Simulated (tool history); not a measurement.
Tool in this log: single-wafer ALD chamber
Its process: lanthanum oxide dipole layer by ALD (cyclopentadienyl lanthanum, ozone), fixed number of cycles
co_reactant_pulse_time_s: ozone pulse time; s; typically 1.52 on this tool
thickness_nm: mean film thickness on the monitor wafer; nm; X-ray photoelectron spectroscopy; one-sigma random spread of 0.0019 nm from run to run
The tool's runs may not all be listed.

| run | hour | co_reactant_pulse_time_s | wafers since the last listed run | hours since the last thermocouple change | hours since the last ozone generator service | hours since the showerhead was replaced | hours since the gauge calibration | read-back reference wafer on the same gauge, thickness_nm | thickness_nm |
|---|---|---|---|---|---|---|---|---|---|
| 1 | 0.0 | 1.65 | 0 | 1794.1 | 605.8 | 2704.8 | 199.2 | 0.491 | 0.546 |
| 2 | 17.0 | 1.52 | 427 | 1811.1 | 622.8 | 2721.8 | 216.2 | 0.492 | 0.532 |
| 3 | 25.0 | 1.52 | 200 | 1819.1 | 630.8 | 2729.8 | 224.2 | 0.492 | 0.528 |
| 4 | 39.9 | 1.52 | 374 | 1834.0 | 645.7 | 2744.7 | 239.1 | 0.492 | 0.531 |
| 5 | 55.4 | 1.11 | 389 | 1849.5 | 661.2 | 2760.2 | 254.6 | 0.492 | 0.474 |
| 6 | 63.2 | 1.11 | 195 | 1857.3 | 669.0 | 2768.0 | 262.4 | 0.492 | 0.475 |
| 7 | 74.3 | 1.99 | 278 | 1868.4 | 680.1 | 2779.1 | 273.5 | 0.492 | 0.559 |
| 8 | 84.0 | 1.99 | 243 | 1878.1 | 689.8 | 2788.8 | 283.2 | 0.491 | 0.560 |
| 9 | 91.6 | 1.99 | 190 | 1885.7 | 697.4 | 2796.4 | 290.8 | 0.491 | 0.555 |
| 10 | 108.0 | 1.52 | 411 | 1902.1 | 713.8 | 2812.8 | 307.2 | 0.492 | 0.525 |
|  | 118.2 | thermocouple changed; heater temperature recalibrated |
| 11 | 120.9 | 1.52 | 123 | 2.7 | 726.7 | 2825.7 | 320.1 | 0.493 | 0.525 |
|  | 126.7 | gauge calibrated |
|  | 136.3 | ozone generator serviced |
| 12 | 137.4 | 1.05 | 213 | 19.2 | 1.1 | 2842.2 | 10.7 | 0.492 | 0.495 |
| 13 | 153.8 | 1.52 | 411 | 35.6 | 17.5 | 2858.6 | 27.1 | 0.492 | 0.547 |
| 14 | 165.8 | 2.06 | 301 | 47.6 | 29.5 | 2870.6 | 39.1 | 0.492 | 0.570 |
| 15 | 180.7 | 1.10 | 374 | 62.5 | 44.4 | 2885.5 | 54.0 | 0.492 | 0.504 |
| 16 | 196.8 | 1.06 | 404 | 78.6 | 60.5 | 2901.6 | 70.1 | 0.492 | 0.498 |
| 17 | 205.7 | 1.52 | 223 | 87.5 | 69.4 | 2910.5 | 79.0 | 0.491 | 0.553 |
| 18 | 222.3 | 1.27 | 417 | 104.1 | 86.0 | 2927.1 | 95.6 | 0.492 | 0.529 |
| 19 | 235.2 | 2.12 | 324 | 117.0 | 98.9 | 2940.0 | 108.5 | 0.492 | 0.573 |
|  | 253.7 | showerhead replaced |
| 20 | 265.6 | 1.52 | 562 | 147.4 | 129.3 | 11.9 | 138.9 | 0.492 | 0.549 |
| 21 | 273.1 | 1.52 | 188 | 154.9 | 136.8 | 19.4 | 146.4 | 0.492 | 0.551 |
| 22 | 320.0 | 1.97 | 1178 | 201.8 | 183.7 | 66.3 | 193.3 | 0.492 | 0.567 |
| 23 | 329.4 | 1.83 | 236 | 211.2 | 193.1 | 75.7 | 202.7 | 0.492 | 0.565 |
| 24 | 336.7 | 1.24 | 183 | 218.5 | 200.4 | 83.0 | 210.0 | 0.492 | 0.524 |
| 25 | 349.5 | 1.52 | 321 | 231.3 | 213.2 | 95.8 | 222.8 | 0.491 | 0.548 |
| 26 | 365.8 | 1.79 | 409 | 247.6 | 229.5 | 112.1 | 239.1 | 0.492 | 0.565 |
| 27 | 376.5 | 1.77 | 268 | 258.3 | 240.2 | 122.8 | 249.8 | 0.492 | 0.561 |
| 28 | 383.8 | 1.96 | 183 | 265.6 | 247.5 | 130.1 | 257.1 | 0.492 | 0.570 |
| 29 | 393.9 | 1.72 | 253 | 275.7 | 257.6 | 140.2 | 267.2 | 0.492 | 0.560 |
| 30 | 403.9 | 0.92 | 251 | 285.7 | 267.6 | 150.2 | 277.2 | 0.492 | 0.464 |
| 31 | 420.6 | 1.52 | 419 | 302.4 | 284.3 | 166.9 | 293.9 | 0.491 | 0.545 |
| 32 | 430.9 | 1.85 | 258 | 312.7 | 294.6 | 177.2 | 304.2 | 0.493 | 0.561 |
| 33 | 442.5 | 1.19 | 291 | 324.3 | 306.2 | 188.8 | 315.8 | 0.492 | 0.514 |

Each row is a separate what-if for the run after 33, all from the same tool condition, not one after another. Results?
| A | 442.9 | 1.80 | 10 | 324.7 | 306.6 | 189.2 | 316.2 | ? | ? |
| B | 442.9 | 1.22 | 10 | 324.7 | 306.6 | 189.2 | 316.2 | ? | ? |
| C | 442.9 | 1.26 | 10 | 324.7 | 306.6 | 189.2 | 316.2 | ? | ? |
| D | 442.9 | 1.90 | 10 | 324.7 | 306.6 | 189.2 | 316.2 | ? | ? |
| E | 442.9 | 1.12 | 10 | 324.7 | 306.6 | 189.2 | 316.2 | ? | ? |

| run | read-back reference wafer on the same gauge, thickness_nm | thickness_nm |
|---|---|---|
| A | 0.492 | 0.561 |
| B | 0.492 | 0.518 |
| C | 0.492 | 0.523 |
| D | 0.492 | 0.565 |
| E | 0.492 | 0.503 |
With the hidden condition removed and each run's random variation left untouched, the same runs would have given:
| run | thickness_nm |
|---|---|
| A | 0.564 |
| B | 0.523 |
| C | 0.528 |
| D | 0.567 |
| E | 0.509 |
